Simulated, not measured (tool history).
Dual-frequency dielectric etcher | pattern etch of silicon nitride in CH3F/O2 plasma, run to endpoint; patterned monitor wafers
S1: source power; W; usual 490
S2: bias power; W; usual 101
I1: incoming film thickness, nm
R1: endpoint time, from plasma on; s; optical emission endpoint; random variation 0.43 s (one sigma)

{"run": 1, "hour": 0.0, "S1": 490, "S2": 119, "I1": 76.3, "R1": 68.7}
{"run": 2, "hour": 68.5, "S1": 490, "S2": 120, "I1": 77.1, "R1": 70.1}
{"run": 3, "hour": 139.4, "S1": 490, "S2": 120, "I1": 76.2, "R1": 69.3}
{"run": 4, "hour": 173.2, "S1": 490, "S2": 120, "I1": 76.9, "R1": 71.1}
{"run": 5, "hour": 198.3, "S1": 490, "S2": 110, "I1": 76.4, "R1": 73.5}
{"hour": 225.0, "done": "bias power generator calibrated"}
{"hour": 226.1, "done": "wet clean of the chamber"}
{"hour": 260.5, "done": "upper electrode replaced"}
{"run": 6, "hour": 261.0, "S1": 490, "S2": 110, "I1": 77.3, "R1": 70.9}
{"run": 7, "hour": 277.7, "S1": 470, "S2": 101, "I1": 76.9, "R1": 75.1}
{"run": 8, "hour": 338.8, "S1": 600, "S2": 85, "I1": 77.0, "R1": 75.1}
{"run": 9, "hour": 385.2, "S1": 580, "S2": 115, "I1": 77.8, "R1": 67.7}
{"hour": 394.4, "done": "source power generator calibrated"}
{"run": 10, "hour": 435.0, "S1": 570, "S2": 101, "I1": 77.6, "R1": 71.7}
{"run": 11, "hour": 494.0, "S1": 490, "S2": 110, "I1": 76.4, "R1": 71.7}
{"run": 12, "hour": 521.4, "S1": 490, "S2": 77, "I1": 78.0, "R1": 86.8}
{"run": 13, "hour": 592.4, "S1": 490, "S2": 101, "I1": 78.2, "R1": 76.8}
{"run": 14, "hour": 652.3, "S1": 490, "S2": 81, "I1": 76.9, "R1": 83.9}

3 ways to go on from here, each from the tool as it stands after run 14. What would each give?
{"run": "A", "hour": 652.8, "S1": 490, "S2": 114, "I1": 76.8, "R1": "?"}
{"run": "B", "hour": 652.8, "S1": 490, "S2": 107, "I1": 76.8, "R1": "?"}
{"run": "C", "hour": 652.8, "S1": 450, "S2": 101, "I1": 76.8, "R1": "?"}

run=A R1=71.9
run=B R1=74.0
run=C R1=77.9
Without the tool's hidden state the same runs would have given:
run=A R1=69.0
run=B R1=71.0
run=C R1=74.7

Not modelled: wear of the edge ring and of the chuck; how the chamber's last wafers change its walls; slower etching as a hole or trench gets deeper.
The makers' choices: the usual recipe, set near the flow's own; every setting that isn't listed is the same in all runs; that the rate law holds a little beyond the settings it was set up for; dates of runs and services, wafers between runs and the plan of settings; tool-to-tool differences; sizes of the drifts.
